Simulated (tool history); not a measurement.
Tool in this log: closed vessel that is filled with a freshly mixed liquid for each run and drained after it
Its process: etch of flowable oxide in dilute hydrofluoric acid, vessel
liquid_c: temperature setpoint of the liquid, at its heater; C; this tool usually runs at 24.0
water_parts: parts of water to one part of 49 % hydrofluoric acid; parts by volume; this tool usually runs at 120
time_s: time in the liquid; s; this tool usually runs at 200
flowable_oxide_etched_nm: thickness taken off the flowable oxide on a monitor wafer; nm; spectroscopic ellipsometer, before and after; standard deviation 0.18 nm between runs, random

run   hour  liquid_c  water_parts  time_s  read-back film thickness of the flowable oxide reference wafer, read on the same gauge (nm)  flowable_oxide_etched_nm
  1    0.0      24.0           95     140                                                                                        60.00                     27.80
  2    9.4      21.0          145     200                                                                                        60.00                     21.93
      22.6  -- thermometer replaced
  3   26.6      21.0          145     200                                                                                        59.99                     21.87
  4   39.2      21.0          145     200                                                                                        60.01                     21.82
  5   54.9      24.0          120     120                                                                                        60.00                     18.42
  6   61.0      24.0          120     200                                                                                        60.00                     30.42
  7   72.2      25.5          120     130                                                                                        59.99                     21.08
  8   80.0      24.0          120     160                                                                                        59.98                     24.24
  9   87.2      24.0          120     160                                                                                        60.00                     24.32
 10   98.5      24.0          120     200                                                                                        60.00                     30.40
 11  112.5      24.0          140     200                                                                                        59.97                     25.29
 12  126.5      24.0          120     170                                                                                        60.00                     25.65
 13  138.2      20.5           75     200                                                                                        60.00                     44.58
 14  155.7      24.0          120     200                                                                                        60.00                     30.44
 15  170.6      27.0          170     305                                                                                        59.99                     34.44
 16  179.8      19.5           65     255                                                                                        60.00                     63.96
     186.0  -- gauge calibrated
 17  196.9      24.0          120     200                                                                                        60.00                     30.12
 18  213.0      19.5          140     200                                                                                        59.99                     21.14
 19  227.1      24.0           95     140                                                                                        59.99                     27.48
 20  239.1      29.0           85     250                                                                                        60.01                     67.60
     246.5  -- hydrofluoric acid flow meter replaced
 21  254.9      20.5          100     155                                                                                        60.01                     28.53
 22  269.7      24.0          120     200                                                                                        60.00                     34.73
 23  283.5      28.5          120     200                                                                                        60.01                     41.19
 24  293.4      21.5          145     200                                                                                        59.99                     25.15
 25  302.6      24.0          120     200                                                                                        60.00                     34.71
 26  315.4      24.0          120     200                                                                                        60.02                     34.64
 27  324.1      24.0          120     125                                                                                        59.98                     21.51
 28  332.3      21.0           85     270                                                                                        60.01                     60.55
 29  347.8      20.0           60     200                                                                                        60.00                     63.79
 30  357.7      19.5          150     255                                                                                        60.00                     28.41
 31  373.0      28.5           85     280                                                                                        60.00                     84.94
 32  386.2      24.0          160     200                                                                                        60.01                     24.48
 33  393.2      24.0          100     200                                                                                        60.01                     42.20
 34  400.8      27.0          120     200                                                                                        60.01                     38.41

Each row is a separate what-if for the run after 34, all from the same tool condition, not one after another. Results?
  A  401.5      24.0          120     200                                                                                            ?                         ?
  B  401.5      21.0          105     260                                                                                            ?                         ?
  C  401.5      21.5          120     200                                                                                            ?                         ?
  D  401.5      20.5          120     315                                                                                            ?                         ?

run  read-back film thickness of the flowable oxide reference wafer, read on the same gauge (nm)  flowable_oxide_etched_nm
  A                                                                                        59.99                     34.64
  B                                                                                        59.99                     46.50
  C                                                                                        59.99                     31.39
  D                                                                                        59.99                     47.49
Stripped of hidden state, with their random variation kept, the same runs would have yielded:
run  flowable_oxide_etched_nm
  A                     35.71
  B                     47.91
  C                     32.35
  D                     48.95

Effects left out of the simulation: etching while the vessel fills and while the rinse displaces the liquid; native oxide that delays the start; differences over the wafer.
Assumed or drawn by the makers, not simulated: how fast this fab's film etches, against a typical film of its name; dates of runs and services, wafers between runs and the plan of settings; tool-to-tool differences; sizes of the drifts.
